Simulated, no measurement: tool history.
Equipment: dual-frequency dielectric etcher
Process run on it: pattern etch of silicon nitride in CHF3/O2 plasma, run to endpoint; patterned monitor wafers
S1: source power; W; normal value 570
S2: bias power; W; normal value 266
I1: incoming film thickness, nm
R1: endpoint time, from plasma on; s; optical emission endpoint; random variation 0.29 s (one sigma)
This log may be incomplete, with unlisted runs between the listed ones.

run,hour,S1,S2,I1,R1
1,0,570,266,106,60.4
2,45.8,490,243,107.9,68.9
3,99.6,570,266,107.8,62.2
4,163.7,570,266,106.5,61.8
5,226.7,570,266,107.8,63.3
6,276.6,570,266,107.5,62.7
# hour 329.2: upper electrode replaced
7,341.1,570,266,108.6,64
# hour 359: bias power generator calibrated
# hour 381: source power generator calibrated
# hour 395.2: wet clean of the chamber
8,409.1,630,310,107.6,53.6
9,448.1,640,236,108,61.2
10,501.3,570,231,106.3,64.2
11,551.5,430,266,107.4,68
12,576.1,570,205,108.3,70.5
13,607.6,570,266,108.3,62
14,653.1,620,320,106.9,53.6

4 options for the next run, each taken on its own from the tool as it stands now. Forecast them:
A,653.5,570,266,107.5,?
B,653.5,570,249,107.5,?
C,653.5,570,326,107.5,?
D,653.5,500,266,107.5,?

run,R1
A,61.2
B,63.2
C,55.5
D,64.6
Without the tool's unlogged condition, the same runs would have read:
run,R1
A,59.6
B,61.5
C,54
D,62.9
